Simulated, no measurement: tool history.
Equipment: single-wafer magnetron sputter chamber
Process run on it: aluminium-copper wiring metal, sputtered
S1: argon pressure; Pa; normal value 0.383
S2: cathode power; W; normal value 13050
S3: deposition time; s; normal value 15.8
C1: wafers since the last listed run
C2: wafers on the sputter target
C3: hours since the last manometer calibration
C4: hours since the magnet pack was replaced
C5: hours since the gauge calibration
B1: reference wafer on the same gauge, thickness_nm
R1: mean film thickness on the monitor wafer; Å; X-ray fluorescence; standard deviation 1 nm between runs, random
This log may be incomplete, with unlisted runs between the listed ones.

{"run": 1, "hour": 0.0, "S1": 0.383, "S2": 13850, "S3": 15.8, "C1": 0, "C2": 5133, "C3": 1484.6, "C4": 8738.7, "C5": 80.1, "B1": 321.023, "R1": 3674.12}
{"run": 2, "hour": 17.2, "S1": 0.383, "S2": 13850, "S3": 15.8, "C1": 458, "C2": 5591, "C3": 1501.8, "C4": 8755.9, "C5": 97.3, "B1": 321.232, "R1": 3671.17}
{"run": 3, "hour": 41.9, "S1": 0.383, "S2": 13850, "S3": 15.8, "C1": 657, "C2": 6249, "C3": 1526.5, "C4": 8780.6, "C5": 122, "B1": 320.94, "R1": 3664.55}
{"run": 4, "hour": 55.8, "S1": 0.383, "S2": 13050, "S3": 17.4, "C1": 370, "C2": 6619, "C3": 1540.4, "C4": 8794.5, "C5": 135.9, "B1": 321.228, "R1": 3766.58}
{"run": 5, "hour": 69.1, "S1": 0.383, "S2": 13050, "S3": 17.4, "C1": 354, "C2": 6973, "C3": 1553.7, "C4": 8807.8, "C5": 149.2, "B1": 321.098, "R1": 3760.03}
{"hour": 76.4, "done": "gauge calibrated"}
{"run": 6, "hour": 82.3, "S1": 0.383, "S2": 13050, "S3": 17.4, "C1": 351, "C2": 7325, "C3": 1566.9, "C4": 8821, "C5": 5.9, "B1": 320.897, "R1": 3753.28}
{"hour": 100.7, "done": "magnet pack replaced, of another model than before"}
{"run": 7, "hour": 101.2, "S1": 0.447, "S2": 13050, "S3": 15.8, "C1": 290, "C2": 7615, "C3": 1585.8, "C4": 0.5, "C5": 24.8, "B1": 320.941, "R1": 3325.27}
{"run": 8, "hour": 110.8, "S1": 0.383, "S2": 13050, "S3": 17.4, "C1": 255, "C2": 7871, "C3": 1595.4, "C4": 10.1, "C5": 34.4, "B1": 320.963, "R1": 3728.56}
{"hour": 120.1, "done": "sputter target and shields replaced"}
{"hour": 126.0, "done": "capacitance manometer re-zeroed and calibrated"}
{"run": 9, "hour": 126.7, "S1": 0.331, "S2": 13050, "S3": 14, "C1": 53, "C2": 19, "C3": 0.7, "C4": 26, "C5": 50.3, "B1": 320.984, "R1": 3256.34}
{"run": 10, "hour": 142.4, "S1": 0.33, "S2": 11000, "S3": 18.5, "C1": 418, "C2": 437, "C3": 16.4, "C4": 41.7, "C5": 66, "B1": 320.727, "R1": 3599.84}
{"run": 11, "hour": 155.1, "S1": 0.383, "S2": 10800, "S3": 15.8, "C1": 338, "C2": 775, "C3": 29.1, "C4": 54.4, "C5": 78.7, "B1": 321.008, "R1": 2964.95}
{"run": 12, "hour": 164.6, "S1": 0.447, "S2": 13050, "S3": 15.8, "C1": 252, "C2": 1028, "C3": 38.6, "C4": 63.9, "C5": 88.2, "B1": 321.019, "R1": 3497.34}
{"run": 13, "hour": 175.5, "S1": 0.383, "S2": 15300, "S3": 18.9, "C1": 290, "C2": 1318, "C3": 49.5, "C4": 74.8, "C5": 99.1, "B1": 321.174, "R1": 4986.67}
{"run": 14, "hour": 184.0, "S1": 0.252, "S2": 13050, "S3": 13.5, "C1": 226, "C2": 1545, "C3": 58, "C4": 83.3, "C5": 107.6, "B1": 320.959, "R1": 3173.57}

Predict each of these 5 candidate next runs independently; none follows another, all start after run 14:
{"run": "A", "hour": 184.4, "S1": 0.383, "S2": 11350, "S3": 15.8, "C1": 10, "C2": 1555, "C3": 58.4, "C4": 83.7, "C5": 108, "B1": "?", "R1": "?"}
{"run": "B", "hour": 184.4, "S1": 0.43, "S2": 10500, "S3": 12.7, "C1": 10, "C2": 1555, "C3": 58.4, "C4": 83.7, "C5": 108, "B1": "?", "R1": "?"}
{"run": "C", "hour": 184.4, "S1": 0.383, "S2": 13050, "S3": 14, "C1": 10, "C2": 1555, "C3": 58.4, "C4": 83.7, "C5": 108, "B1": "?", "R1": "?"}
{"run": "D", "hour": 184.4, "S1": 0.432, "S2": 15550, "S3": 18.6, "C1": 10, "C2": 1555, "C3": 58.4, "C4": 83.7, "C5": 108, "B1": "?", "R1": "?"}
{"run": "E", "hour": 184.4, "S1": 0.427, "S2": 15000, "S3": 17.5, "C1": 10, "C2": 1555, "C3": 58.4, "C4": 83.7, "C5": 108, "B1": "?", "R1": "?"}

run=A B1=321.06 R1=3095.9
run=B B1=321.06 R1=2268.14
run=C B1=321.06 R1=3154.07
run=D B1=321.06 R1=4916.38
run=E B1=321.06 R1=4469.06
Take away the tool's hidden state, keep each run's random variation, and the runs would have read:
run=A R1=3159.79
run=B R1=2314.95
run=C R1=3219.17
run=D R1=5017.85
run=E R1=4561.3
